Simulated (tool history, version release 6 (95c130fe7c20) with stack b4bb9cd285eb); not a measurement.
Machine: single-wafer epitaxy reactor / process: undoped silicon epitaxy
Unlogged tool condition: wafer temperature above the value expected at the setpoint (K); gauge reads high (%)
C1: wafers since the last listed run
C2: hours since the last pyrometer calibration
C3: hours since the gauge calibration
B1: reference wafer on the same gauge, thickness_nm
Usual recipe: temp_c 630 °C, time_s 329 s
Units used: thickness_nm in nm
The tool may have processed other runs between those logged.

Run 1, hour 0.0: usual settings but temp_c 622 °C, time_s 306 s; C1 0; C2 1409.9; C3 185.8; B1 46.174. Result: thickness_nm 29.654 nm.
Run 2, hour 11.3: usual settings; C1 44; C2 1421.2; C3 197.1; B1 46.185. Result: thickness_nm 39.288 nm.
Run 3, hour 25.2: usual settings; C1 55; C2 1435.1; C3 211.0; B1 46.170. Result: thickness_nm 39.072 nm.
Run 4, hour 41.0: usual settings; C1 62; C2 1450.9; C3 226.8; B1 46.187. Result: thickness_nm 39.262 nm.
Run 5, hour 50.4: usual settings; C1 37; C2 1460.3; C3 236.2; B1 46.168. Result: thickness_nm 39.284 nm.
Run 6, hour 56.5: usual settings; C1 24; C2 1466.4; C3 242.3; B1 46.229. Result: thickness_nm 39.283 nm.
Run 7, hour 98.4: usual settings but time_s 368 s; C1 165; C2 1508.3; C3 284.2; B1 46.163. Result: thickness_nm 44.024 nm.
Run 8, hour 115.7: usual settings but time_s 368 s; C1 68; C2 1525.6; C3 301.5; B1 46.212. Result: thickness_nm 44.118 nm.
At hour 129.3: pyrometer calibrated.
Run 9, hour 129.8: usual settings but temp_c 641 °C, time_s 377 s; C1 24; C2 0.5; C3 315.6; B1 46.176. Result: thickness_nm 59.018 nm.
Run 10, hour 142.4: usual settings but temp_c 641 °C, time_s 377 s; C1 49; C2 13.1; C3 328.2; B1 46.224. Result: thickness_nm 59.594 nm.
Run 11, hour 181.3: usual settings; C1 153; C2 52.0; C3 367.1; B1 46.155. Result: thickness_nm 39.396 nm.
At hour 183.4: gauge calibrated.
Run 12, hour 197.4: usual settings but temp_c 623 °C; C1 63; C2 68.1; C3 14.0; B1 46.225. Result: thickness_nm 32.662 nm.
Run 13, hour 207.8: usual settings but temp_c 616 °C, time_s 290 s; C1 41; C2 78.5; C3 24.4; B1 46.177. Result: thickness_nm 23.861 nm.
Run 14, hour 218.5: usual settings but time_s 392 s; C1 42; C2 89.2; C3 35.1; B1 46.201. Result: thickness_nm 46.606 nm.
Run 15, hour 235.1: usual settings; C1 65; C2 105.8; C3 51.7; B1 46.235. Result: thickness_nm 39.162 nm.
Run 16, hour 251.5: usual settings; C1 64; C2 122.2; C3 68.1; B1 46.170. Result: thickness_nm 38.853 nm.
Run 17, hour 261.0: usual settings but temp_c 619 °C, time_s 375 s; C1 37; C2 131.7; C3 77.6; B1 46.260. Result: thickness_nm 33.516 nm.
Run 18, hour 274.5: usual settings; C1 53; C2 145.2; C3 91.1; B1 46.218. Result: thickness_nm 39.242 nm.
Run 19, hour 280.8: usual settings but time_s 355 s; C1 24; C2 151.5; C3 97.4; B1 46.210. Result: thickness_nm 42.746 nm.
Run 20, hour 293.6: usual settings but temp_c 619 °C, time_s 350 s; C1 50; C2 164.3; C3 110.2; B1 46.188. Result: thickness_nm 30.953 nm.
Run 21, hour 309.4: usual settings but temp_c 615 °C, time_s 310 s; C1 62; C2 180.1; C3 126.0; B1 46.264. Result: thickness_nm 24.959 nm.
Run 22, hour 323.2: usual settings; C1 54; C2 193.9; C3 139.8; B1 46.130. Result: thickness_nm 39.284 nm.
Run 23, hour 337.7: usual settings but temp_c 621 °C, time_s 280 s; C1 57; C2 208.4; C3 154.3; B1 46.182. Result: thickness_nm 26.425 nm.

Branching from run 23: 5 alternative next runs. What would each branch give?
Run A, hour 338.2: usual settings but temp_c 641 °C; C1 1; C2 208.9; C3 154.8; B1 ?. Result: thickness_nm ?.
Run B, hour 338.2: usual settings but temp_c 637 °C, time_s 279 s; C1 1; C2 208.9; C3 154.8; B1 ?. Result: thickness_nm ?.
Run C, hour 338.2: usual settings but temp_c 617 °C; C1 1; C2 208.9; C3 154.8; B1 ?. Result: thickness_nm ?.
Run D, hour 338.2: usual settings but temp_c 616 °C, time_s 283 s; C1 1; C2 208.9; C3 154.8; B1 ?. Result: thickness_nm ?.
Run E, hour 338.2: usual settings but temp_c 624 °C; C1 1; C2 208.9; C3 154.8; B1 ?. Result: thickness_nm ?.

run      B1  thickness_nm
  A  46.197        52.032
  B  46.197        39.866
  C  46.197        27.863
  D  46.197        23.332
  E  46.197        33.563
Stripped of hidden state, with their random variation kept, the same runs would have yielded:
run  thickness_nm
  A        52.032
  B        39.866
  C        27.863
  D        23.332
  E        33.563
